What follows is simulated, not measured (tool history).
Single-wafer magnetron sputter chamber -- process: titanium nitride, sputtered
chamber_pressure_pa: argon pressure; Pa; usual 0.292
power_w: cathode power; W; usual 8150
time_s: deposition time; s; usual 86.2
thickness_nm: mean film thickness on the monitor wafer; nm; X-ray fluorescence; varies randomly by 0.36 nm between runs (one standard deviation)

run     day  chamber_pressure_pa  power_w  time_s  read-back reference wafer on the same gauge, thickness_nm  thickness_nm
  1   0.000                0.212     8150    86.2                                                    110.022       128.026
  2   0.346                0.212     8150    86.2                                                    109.948       128.223
  3   1.050                0.212     8150    86.2                                                    109.953       128.624
  4   1.738                0.245     9700    86.2                                                    109.951       151.517
  5   2.075                0.245     9700    86.2                                                    109.965       151.448
  6   2.496                0.231     8150    86.2                                                    110.170       127.604
  7   2.929                0.231     8150    86.2                                                    109.996       127.279
  8   3.425                0.292     8150    93.5                                                    109.980       136.256
  9   4.167                0.292     8150    93.5                                                    109.914       135.405
 10   5.338                0.292     8150    93.5                                                    109.882       136.027
 11   5.596                0.292     6700    86.2                                                    110.131       103.610
 12   6.150                0.292     6700    86.2                                                    109.986       103.174
 13   6.588                0.292     6700    86.2                                                    110.071       103.103
 14   7.096                0.292     8150    86.2                                                    110.185       124.772
 15   7.833                0.292     8150    86.2                                                    110.016       125.280
 16   7.967                0.292     9250    80.9                                                    109.870       133.079
 17   8.225                0.209     8150   101.8                                                    109.854       152.045
 18   8.833                0.292     6800    86.2                                                    109.978       105.015
 19   9.238                0.238     9900    86.2                                                    109.864       155.175
 20   9.671                0.337     8150   100.7                                                    109.903       145.010
 21  10.225                0.209     8150   101.8                                                    109.968       151.814
 22  10.738                0.292     9550    86.2                                                    110.048       146.884
 23  11.350                0.202     8950    86.2                                                    110.026       141.908
 24  11.804                0.292     7550    86.2                                                    110.061       116.270
 25  12.250                0.226     8150    86.2                                                    110.077       128.379
 26  12.996                0.292     9700    78.1                                                    110.096       135.917
 27  13.271                0.390     7650    75.9                                                    109.968       100.948
 28  13.792                0.292     9750    94.8                                                    110.001       164.999
 29  14.371                0.239    10000    86.2                                                    109.983       156.551
 30  14.804                0.292     8150    86.2                                                    109.872       124.734
 31  15.283                0.292     8150    86.2                                                    109.972       125.128

Between the runs listed above, the log contained 5 entries, not reproduced here. Where in the sequence does each belong, and how does what the log doesn't record of the tool's condition differ from the listed run before to the listed run after?
Run 4 -> run 5: gauge calibrated (day 1.933)
  both runs share identical hidden conditions
Run 9 -> run 10: magnet pack replaced (day 4.867)
  both runs share identical hidden conditions
Run 13 -> run 14: sputter target and shields replaced (day 7.012)
  both runs share identical hidden conditions
Run 14 -> run 15: capacitance manometer re-zeroed and calibrated (day 7.812)
  both runs share identical hidden conditions
Run 22 -> run 23: gauge calibrated (day 10.879)
  both runs share identical hidden conditions

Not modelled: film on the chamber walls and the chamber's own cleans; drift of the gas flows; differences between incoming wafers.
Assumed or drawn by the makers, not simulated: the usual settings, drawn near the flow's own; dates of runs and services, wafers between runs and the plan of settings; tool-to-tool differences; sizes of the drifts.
